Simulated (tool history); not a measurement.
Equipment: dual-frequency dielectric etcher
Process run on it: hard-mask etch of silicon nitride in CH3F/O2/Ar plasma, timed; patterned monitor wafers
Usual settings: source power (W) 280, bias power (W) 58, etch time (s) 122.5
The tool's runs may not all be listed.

| run | hour | source power (W) | bias power (W) | etch time (s) | wafers since the last listed run | hours since the last wet clean | hours since the last source power generator calibration | hours since the last bias power generator calibration | hours since the last upper electrode change | hours since the gauge calibration | read-back reference wafer on the same gauge, depth_nm | mean etch depth across the wafer (Å) |
|---|---|---|---|---|---|---|---|---|---|---|---|---|
| 1 | 0.0 | 280 | 58 | 122.5 | 0 | 243.2 | 4205.8 | 3004.9 | 5671.6 | 168.1 | 77.4 | 786 |
| 2 | 9.5 | 280 | 58 | 122.5 | 67 | 252.7 | 4215.3 | 3014.4 | 5681.1 | 177.6 | 77.5 | 785 |
| 3 | 25.2 | 280 | 58 | 122.5 | 111 | 268.4 | 4231.0 | 3030.1 | 5696.8 | 193.3 | 77.6 | 784 |
| 4 | 41.2 | 280 | 69 | 122.5 | 113 | 284.4 | 4247.0 | 3046.1 | 5712.8 | 209.3 | 77.6 | 830 |
| 5 | 59.0 | 280 | 69 | 122.5 | 126 | 302.2 | 4264.8 | 3063.9 | 5730.6 | 227.1 | 77.4 | 816 |
| 6 | 75.4 | 280 | 69 | 122.5 | 116 | 318.6 | 4281.2 | 3080.3 | 5747.0 | 243.5 | 77.5 | 820 |
| 7 | 85.2 | 230 | 58 | 103.5 | 69 | 328.4 | 4291.0 | 3090.1 | 5756.8 | 253.3 | 77.4 | 626 |
| 8 | 98.4 | 230 | 58 | 103.5 | 93 | 341.6 | 4304.2 | 3103.3 | 5770.0 | 266.5 | 77.3 | 632 |
| 9 | 105.5 | 230 | 58 | 103.5 | 50 | 348.7 | 4311.3 | 3110.4 | 5777.1 | 273.6 | 77.4 | 621 |
| 10 | 115.8 | 280 | 58 | 122.5 | 72 | 359.0 | 4321.6 | 3120.7 | 5787.4 | 283.9 | 77.6 | 798 |
| 11 | 132.9 | 280 | 58 | 122.5 | 121 | 376.1 | 4338.7 | 3137.8 | 5804.5 | 301.0 | 77.4 | 798 |
| 12 | 147.2 | 280 | 58 | 122.5 | 101 | 390.4 | 4353.0 | 3152.1 | 5818.8 | 315.3 | 77.6 | 806 |
|  | 149.4 | gauge calibrated |
| 13 | 156.7 | 280 | 49 | 141.5 | 67 | 399.9 | 4362.5 | 3161.6 | 5828.3 | 7.3 | 77.7 | 878 |
| 14 | 163.2 | 280 | 49 | 141.5 | 46 | 406.4 | 4369.0 | 3168.1 | 5834.8 | 13.8 | 77.6 | 882 |
| 15 | 178.6 | 280 | 49 | 141.5 | 109 | 421.8 | 4384.4 | 3183.5 | 5850.2 | 29.2 | 77.4 | 899 |
|  | 188.9 | bias power generator calibrated |
| 16 | 192.1 | 240 | 53 | 122.5 | 67 | 435.3 | 4397.9 | 3.2 | 5863.7 | 42.7 | 77.7 | 744 |
| 17 | 199.9 | 280 | 58 | 122.5 | 55 | 443.1 | 4405.7 | 11.0 | 5871.5 | 50.5 | 77.6 | 805 |
| 18 | 207.4 | 280 | 49 | 141.5 | 53 | 450.6 | 4413.2 | 18.5 | 5879.0 | 58.0 | 77.5 | 891 |
| 19 | 224.6 | 240 | 53 | 122.5 | 121 | 467.8 | 4430.4 | 35.7 | 5896.2 | 75.2 | 77.6 | 756 |
|  | 241.7 | source power generator calibrated |
| 20 | 242.2 | 230 | 58 | 103.5 | 96 | 485.4 | 0.5 | 53.3 | 5913.8 | 92.8 | 77.2 | 640 |
| 21 | 256.4 | 350 | 69 | 98.5 | 100 | 499.6 | 14.7 | 67.5 | 5928.0 | 107.0 | 77.6 | 725 |
|  | 280.9 | upper electrode replaced |
|  | 305.1 | wet clean of the chamber |
| 22 | 305.6 | 230 | 58 | 110.5 | 8 | 0.5 | 63.9 | 116.7 | 24.7 | 156.2 | 77.4 | 651 |
| 23 | 306.0 | 280 | 65 | 156.5 | 2 | 0.9 | 64.3 | 117.1 | 25.1 | 156.6 | 77.4 | 1005 |
| 24 | 306.3 | 220 | 68 | 122.5 | 2 | 1.2 | 64.6 | 117.4 | 25.4 | 156.9 | 77.3 | 735 |
| 25 | 311.9 | 320 | 71 | 107.5 | 39 | 6.8 | 70.2 | 123.0 | 31.0 | 162.5 | 77.6 | 741 |
| 26 | 318.3 | 320 | 64 | 122.5 | 45 | 13.2 | 76.6 | 129.4 | 37.4 | 168.9 | 77.5 | 822 |
| 27 | 332.4 | 230 | 54 | 109.5 | 99 | 27.3 | 90.7 | 143.5 | 51.5 | 183.0 | 77.7 | 629 |
| 28 | 343.8 | 260 | 68 | 122.5 | 80 | 38.7 | 102.1 | 154.9 | 62.9 | 194.4 | 77.5 | 785 |
| 29 | 357.8 | 280 | 58 | 87.0 | 99 | 52.7 | 116.1 | 168.9 | 76.9 | 208.4 | 77.4 | 544 |
| 30 | 374.1 | 280 | 58 | 122.5 | 115 | 69.0 | 132.4 | 185.2 | 93.2 | 224.7 | 77.4 | 764 |
| 31 | 386.1 | 320 | 71 | 107.5 | 85 | 81.0 | 144.4 | 197.2 | 105.2 | 236.7 | 77.2 | 751 |

Below are 3 alternative next runs, each starting from the tool's condition after run 31. Predict each:
| A | 386.6 | 280 | 58 | 122.5 | 3 | 81.5 | 144.9 | 197.7 | 105.7 | 237.2 | ? | ? |
| B | 386.6 | 230 | 51 | 156.0 | 3 | 81.5 | 144.9 | 197.7 | 105.7 | 237.2 | ? | ? |
| C | 386.6 | 280 | 58 | 89.5 | 3 | 81.5 | 144.9 | 197.7 | 105.7 | 237.2 | ? | ? |

| run | read-back reference wafer on the same gauge, depth_nm | mean etch depth across the wafer (Å) |
|---|---|---|
| A | 77.5 | 766 |
| B | 77.5 | 889 |
| C | 77.5 | 559 |
Without the tool's unlogged condition, the same runs would have read:
| run | mean etch depth across the wafer (Å) |
|---|---|
| A | 768 |
| B | 892 |
| C | 561 |
